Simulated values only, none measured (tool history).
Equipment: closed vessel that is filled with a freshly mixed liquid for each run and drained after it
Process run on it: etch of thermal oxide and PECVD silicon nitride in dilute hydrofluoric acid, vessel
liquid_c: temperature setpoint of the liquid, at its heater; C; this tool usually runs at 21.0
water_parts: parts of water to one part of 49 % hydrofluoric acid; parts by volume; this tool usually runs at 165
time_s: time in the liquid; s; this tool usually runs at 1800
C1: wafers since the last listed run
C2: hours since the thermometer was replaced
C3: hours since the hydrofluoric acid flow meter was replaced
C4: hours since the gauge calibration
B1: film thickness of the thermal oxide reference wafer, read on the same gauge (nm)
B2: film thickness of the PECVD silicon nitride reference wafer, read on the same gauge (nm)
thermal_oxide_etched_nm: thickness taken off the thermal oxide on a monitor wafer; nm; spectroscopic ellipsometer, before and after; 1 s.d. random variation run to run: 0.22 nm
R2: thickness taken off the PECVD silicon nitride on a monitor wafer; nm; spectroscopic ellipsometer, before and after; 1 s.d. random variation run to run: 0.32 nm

Run 1, day 0.000: usual settings but water_parts 195 parts by volume; C1 0; C2 1722.4; C3 1539.3; C4 170.1; B1 119.96; B2 60.03. Result: thermal_oxide_etched_nm 35.99 nm, R2 42.67 nm.
Run 2, day 0.712: usual settings but water_parts 195 parts by volume; C1 628; C2 1739.5; C3 1556.4; C4 187.2; B1 120.01; B2 59.98. Result: thermal_oxide_etched_nm 36.45 nm, R2 42.49 nm.
Run 3, day 2.204: usual settings but water_parts 185 parts by volume; C1 1314; C2 1775.3; C3 1592.2; C4 223.0; B1 120.01; B2 59.98. Result: thermal_oxide_etched_nm 38.48 nm, R2 44.77 nm.
Run 4, day 3.329: usual settings but water_parts 185 parts by volume; C1 991; C2 1802.3; C3 1619.2; C4 250.0; B1 120.01; B2 60.01. Result: thermal_oxide_etched_nm 38.63 nm, R2 44.64 nm.
Run 5, day 3.938: usual settings but time_s 2640 s; C1 536; C2 1816.9; C3 1633.8; C4 264.6; B1 119.99; B2 59.98. Result: thermal_oxide_etched_nm 64.92 nm, R2 73.12 nm.
At day 4.021: gauge calibrated.
Run 6, day 4.742: usual settings but time_s 2640 s; C1 708; C2 1836.2; C3 1653.1; C4 17.3; B1 120.01; B2 60.05. Result: thermal_oxide_etched_nm 64.56 nm, R2 74.05 nm.
Run 7, day 5.454: usual settings; C1 628; C2 1853.3; C3 1670.2; C4 34.4; B1 120.00; B2 60.01. Result: thermal_oxide_etched_nm 44.10 nm, R2 50.49 nm.
Run 8, day 6.088: usual settings; C1 558; C2 1868.5; C3 1685.4; C4 49.6; B1 120.00; B2 59.97. Result: thermal_oxide_etched_nm 44.35 nm, R2 50.06 nm.
Run 9, day 7.088: usual settings; C1 881; C2 1892.5; C3 1709.4; C4 73.6; B1 119.97; B2 59.99. Result: thermal_oxide_etched_nm 44.22 nm, R2 49.84 nm.
Run 10, day 7.817: usual settings; C1 642; C2 1910.0; C3 1726.9; C4 91.1; B1 120.01; B2 60.01. Result: thermal_oxide_etched_nm 44.29 nm, R2 49.92 nm.
Run 11, day 8.650: usual settings but liquid_c 19.5 C, time_s 2265 s; C1 734; C2 1930.0; C3 1746.9; C4 111.1; B1 120.01; B2 60.04. Result: thermal_oxide_etched_nm 52.06 nm, R2 56.87 nm.
Run 12, day 9.671: usual settings but liquid_c 26.0 C, water_parts 210 parts by volume, time_s 2130 s; C1 899; C2 1954.5; C3 1771.4; C4 135.6; B1 119.97; B2 59.96. Result: thermal_oxide_etched_nm 46.85 nm, R2 64.02 nm.
Run 13, day 10.946: usual settings but liquid_c 25.0 C, water_parts 200 parts by volume, time_s 2790 s; C1 1123; C2 1985.1; C3 1802.0; C4 166.2; B1 120.00; B2 60.00. Result: thermal_oxide_etched_nm 62.65 nm, R2 83.07 nm.
Run 14, day 12.096: usual settings; C1 1013; C2 2012.7; C3 1829.6; C4 193.8; B1 120.01; B2 60.02. Result: thermal_oxide_etched_nm 44.21 nm, R2 49.95 nm.
At day 12.671: hydrofluoric acid flow meter replaced.
Run 15, day 13.429: usual settings but liquid_c 19.0 C, time_s 1015 s; C1 1138; C2 2044.7; C3 18.2; C4 225.8; B1 120.04; B2 60.05. Result: thermal_oxide_etched_nm 22.77 nm, R2 24.40 nm.
At day 13.983: thermometer replaced.
At day 14.200: gauge calibrated.
Run 16, day 14.562: usual settings; C1 962; C2 13.9; C3 45.4; C4 8.7; B1 120.01; B2 60.02. Result: thermal_oxide_etched_nm 43.96 nm, R2 49.36 nm.
Run 17, day 15.329: usual settings but liquid_c 25.0 C, water_parts 140 parts by volume, time_s 2675 s; C1 675; C2 32.3; C3 63.8; C4 27.1; B1 120.00; B2 60.00. Result: thermal_oxide_etched_nm 92.62 nm, R2 113.69 nm.
Run 18, day 16.712: usual settings but time_s 990 s; C1 1219; C2 65.5; C3 97.0; C4 60.3; B1 119.99; B2 59.99. Result: thermal_oxide_etched_nm 24.06 nm, R2 27.54 nm.
Run 19, day 17.700: usual settings; C1 870; C2 89.2; C3 120.7; C4 84.0; B1 119.99; B2 59.98. Result: thermal_oxide_etched_nm 44.15 nm, R2 49.80 nm.
Run 20, day 18.475: usual settings; C1 683; C2 107.8; C3 139.3; C4 102.6; B1 119.98; B2 60.00. Result: thermal_oxide_etched_nm 44.02 nm, R2 49.81 nm.

Consider 4 possible next runs. They are alternatives, not a sequence: every one starts from the tool as it was left by run 20. What does each give?
Run A, day 18.521: usual settings but water_parts 140 parts by volume; C1 40; C2 108.9; C3 140.4; C4 103.7; B1 ?; B2 ?. Result: thermal_oxide_etched_nm ?, R2 ?.
Run B, day 18.521: usual settings but liquid_c 22.5 C, water_parts 210 parts by volume, time_s 2495 s; C1 40; C2 108.9; C3 140.4; C4 103.7; B1 ?; B2 ?. Result: thermal_oxide_etched_nm ?, R2 ?.
Run C, day 18.521: usual settings but liquid_c 24.0 C, water_parts 135 parts by volume, time_s 1190 s; C1 40; C2 108.9; C3 140.4; C4 103.7; B1 ?; B2 ?. Result: thermal_oxide_etched_nm ?, R2 ?.
Run D, day 18.521: usual settings but water_parts 205 parts by volume, time_s 2470 s; C1 40; C2 108.9; C3 140.4; C4 103.7; B1 ?; B2 ?. Result: thermal_oxide_etched_nm ?, R2 ?.

run      B1     B2  thermal_oxide_etched_nm     R2
  A  120.03  60.03                    53.45  58.79
  B  120.03  60.03                    48.61  60.40
  C  120.03  60.03                    41.44  49.06
  D  120.03  60.03                    46.82  55.58
The same runs, with their run-to-run variation unchanged, on a tool lacking any hidden condition would have given:
run  thermal_oxide_etched_nm     R2
  A                    53.45  58.79
  B                    48.61  60.40
  C                    41.44  49.06
  D                    46.82  55.58

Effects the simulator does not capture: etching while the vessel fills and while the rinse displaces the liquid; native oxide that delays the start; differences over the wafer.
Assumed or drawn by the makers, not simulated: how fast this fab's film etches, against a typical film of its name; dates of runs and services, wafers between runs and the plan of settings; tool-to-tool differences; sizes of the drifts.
